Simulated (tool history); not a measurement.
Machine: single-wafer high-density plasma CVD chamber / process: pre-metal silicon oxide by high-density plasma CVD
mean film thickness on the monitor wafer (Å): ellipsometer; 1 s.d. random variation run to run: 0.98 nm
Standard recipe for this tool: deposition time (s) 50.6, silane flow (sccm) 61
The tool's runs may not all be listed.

run   hour  deposition time (s)  silane flow (sccm)  wafers since the last listed run  hours since the silane flow controller was replaced  hours since the gauge calibration  read-back reference wafer on the same gauge, thickness_nm  mean film thickness on the monitor wafer (Å)
  1      0                 50.6                  61                                 0                                                  948                                396                                                    376.467                                       3139.97
  2   12.7                 50.6                  61                               202                                                960.7                              408.7                                                    376.474                                       3114.96
  3   47.9                 50.6                  61                               561                                                995.9                              443.9                                                    376.694                                       3163.86
  4   67.8                 50.6                  69                               317                                               1015.8                              463.8                                                    376.431                                       3472.51
  5   82.9                 44.5                  61                               240                                               1030.9                              478.9                                                    377.177                                       2774.06
  6    112                 44.5                  61                               464                                                 1060                                508                                                    376.468                                       2768.55
  7  141.8                 50.6                  61                               475                                               1089.8                              537.8                                                    376.711                                       3147.71
  8  153.9                 50.6                  61                               193                                               1101.9                              549.9                                                    377.872                                       3150.03
  9  175.2                 50.6                  61                               339                                               1123.2                              571.2                                                     377.67                                       3155.64
 10  209.1                 52.7                  61                               540                                               1157.1                              605.1                                                    377.816                                       3287.03
 11    228                 52.7                  61                               301                                                 1176                                624                                                    377.734                                        3295.4
 12  243.2                 52.7                  61                               242                                               1191.2                              639.2                                                    377.901                                       3290.85
 13    256                 50.6                  68                               204                                                 1204                                652                                                    377.436                                       3448.12
 14  270.8                 46.5                  61                               236                                               1218.8                              666.8                                                    377.969                                        2915.3
 15  290.2                 46.5                  61                               309                                               1238.2                              686.2                                                    378.042                                       2888.61
 16  315.5                 50.6                  61                               403                                               1263.5                              711.5                                                    378.033                                       3164.64
 17  330.8                 50.6                  61                               244                                               1278.8                              726.8                                                    378.247                                       3166.18
 18  343.1                 50.6                  61                               196                                               1291.1                              739.1                                                    378.663                                       3176.19
 19  378.3                 50.6                  61                               561                                               1326.3                              774.3                                                    378.833                                       3157.25
 20  396.1                 54.8                  70                               284                                               1344.1                              792.1                                                    378.514                                       3836.95
 21  429.2                 50.6                  49                               528                                               1377.2                              825.2                                                    378.715                                       2653.54
 22  463.9                 50.6                  70                               553                                               1411.9                              859.9                                                    378.482                                       3532.06
 23  486.9                 58.8                  67                               367                                               1434.9                              882.9                                                    378.745                                       3972.46
 24  521.5                 55.9                  61                               552                                               1469.5                              917.5                                                     379.16                                       3503.13
     525.3  -- gauge calibrated
 25  538.1                 57.9                  72                               264                                               1486.1                               12.8                                                    367.377                                       4024.38
 26  561.9                 50.6                  61                               379                                               1509.9                               36.6                                                    367.798                                       3079.58
     589.1  -- silane flow controller replaced
 27  592.4                 50.6                  61                               359                                                  3.3                               67.1                                                    368.797                                        3064.3
 28  626.3                 41.3                  67                               540                                                 37.2                                101                                                     370.11                                       2733.09
 29  659.8                 50.6                  61                               534                                                 70.7                              134.5                                                    371.494                                       3087.31
 30  685.5                 54.8                  50                               410                                                 96.4                              160.2                                                    371.718                                       2859.88
 31  773.7                 50.6                  61                              1407                                                184.6                              248.4                                                    373.353                                       3123.74
 32  792.2                 58.9                  53                               295                                                203.1                              266.9                                                    374.228                                       3252.02
 33  805.7                 50.6                  61                               215                                                216.6                              280.4                                                    374.835                                       3128.06
 34  836.6                 60.5                  69                               493                                                247.5                              311.3                                                     374.42                                       4120.15
 35  870.8                 56.1                  66                               545                                                281.7                              345.5                                                    375.901                                       3709.55
 36  894.5                 45.8                  71                               378                                                305.4                              369.2                                                    375.176                                       3214.45
 37  914.4                 50.6                  67                               317                                                325.3                              389.1                                                    375.639                                       3378.12
 38  934.7                 54.3                  61                               323                                                345.6                              409.4                                                    376.036                                       3359.67
 39  967.5                 50.6                  61                               523                                                378.4                              442.2                                                    376.665                                       3158.19

Hidden state, per run?
delivered silane flow above the setpoint (%): 0 in every run
H1: gauge reads high (%)
run       H1
  1     2.44
  2     2.48
  3     2.58
  4     2.63
  5     2.67
  6     2.74
  7      2.8
  8     2.83
  9     2.87
 10     2.93
 11     2.96
 12     2.98
 13        3
 14     3.02
 15     3.04
 16     3.08
 17     3.09
 18     3.11
 19     3.14
 20     3.16
 21     3.19
 22     3.21
 23     3.23
 24     3.25
 25  0.00828
 26     0.26
 27    0.556
 28    0.852
 29     1.12
 30      1.3
 31     1.82
 32     1.92
 33     1.98
 34     2.12
 35     2.25
 36     2.34
 37     2.41
 38     2.47
 39     2.57
